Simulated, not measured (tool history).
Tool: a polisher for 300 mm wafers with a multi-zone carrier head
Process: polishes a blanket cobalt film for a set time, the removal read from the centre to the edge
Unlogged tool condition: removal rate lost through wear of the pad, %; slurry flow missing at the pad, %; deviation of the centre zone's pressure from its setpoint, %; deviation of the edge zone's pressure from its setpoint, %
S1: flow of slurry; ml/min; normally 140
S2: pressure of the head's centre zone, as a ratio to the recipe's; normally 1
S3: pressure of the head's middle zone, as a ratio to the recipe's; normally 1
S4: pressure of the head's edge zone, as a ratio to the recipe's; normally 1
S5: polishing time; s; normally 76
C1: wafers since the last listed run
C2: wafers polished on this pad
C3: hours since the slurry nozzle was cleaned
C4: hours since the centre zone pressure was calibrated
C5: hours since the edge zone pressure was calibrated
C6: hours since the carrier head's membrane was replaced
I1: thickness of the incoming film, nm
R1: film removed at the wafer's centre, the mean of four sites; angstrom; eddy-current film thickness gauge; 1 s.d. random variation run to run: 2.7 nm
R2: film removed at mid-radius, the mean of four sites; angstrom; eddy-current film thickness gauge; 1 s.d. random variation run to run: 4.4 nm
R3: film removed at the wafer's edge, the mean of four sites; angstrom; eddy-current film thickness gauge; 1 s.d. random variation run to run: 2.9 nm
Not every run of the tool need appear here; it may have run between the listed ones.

run	hour	S1	S2	S3	S4	S5	C1	C2	C3	C4	C5	C6	I1	R1	R2	R3
1	0	100	1	1	1	61	0	1101	243.8	344.1	477.4	6.8	944.1	2344	2355	2469
2	50.6	140	1	0.9	0.97	68	466	1568	294.4	394.7	528	57.4	913.5	2851	2540	2871
3	95.8	140	1	1	0.9	76	416	1985	339.6	439.9	573.2	102.6	933.8	3199	3154	3068
4	142.6	110	0.95	0.95	1	64	431	2417	386.4	486.7	620	149.4	934.1	2417	2373	2664
5	176.7	140	1	1	1	76	314	2731	420.5	520.8	654.1	183.5	931.7	3192	3115	3225
# hour 215.4: slurry nozzle cleaned
# hour 221.8: centre zone pressure recalibrated
6	227.1	140	1	1	0.89	76	437	3168	11.7	5.3	704.5	233.9	937	3165	3142	3108
7	269.6	140	1	0.92	1	87	391	3560	54.2	47.8	747	276.4	939.7	3677	3396	3690
8	294.4	140	1	1	1	76	228	3789	79	72.6	771.8	301.2	928.7	3248	3124	3246
# hour 315.4: worn pad replaced by a new one
9	360.2	140	1	1	1	99	570	413	144.8	138.4	837.6	367	946.2	4204	4085	4193
10	391.8	140	1	1	1	76	291	704	176.4	170	869.2	398.6	911.6	3235	3200	3286
# hour 462.2: edge zone pressure recalibrated
11	483.3	140	1.06	1	0.96	76	825	1530	267.9	261.5	21.1	490.1	945.3	3332	3206	3216
12	522.1	140	1	1	1.12	76	357	1888	306.7	300.3	59.9	528.9	921.9	3236	3195	3432
13	546.5	140	1	1	1	76	225	2113	331.1	324.7	84.3	553.3	920.5	3240	3168	3221
14	610.7	110	1	1	1	62	592	2705	395.3	388.9	148.5	617.5	926.2	2425	2410	2589
15	649.7	140	1.07	0.91	1	49	359	3065	434.3	427.9	187.5	656.5	918.2	2187	1854	2141

For run 16, what comes out?
# hour 672: slurry nozzle cleaned
16	720.3	140	0.92	1	0.94	76	641	3707	48.3	498.5	258.1	727.1	934.9	?	?	?

Logged for run 16: R1 2950 angstrom, R2 3160 angstrom, R3 3174 angstrom.
With no hidden state in the tool, this same run would have given R1 2950 angstrom, R2 3160 angstrom, R3 3174 angstrom.
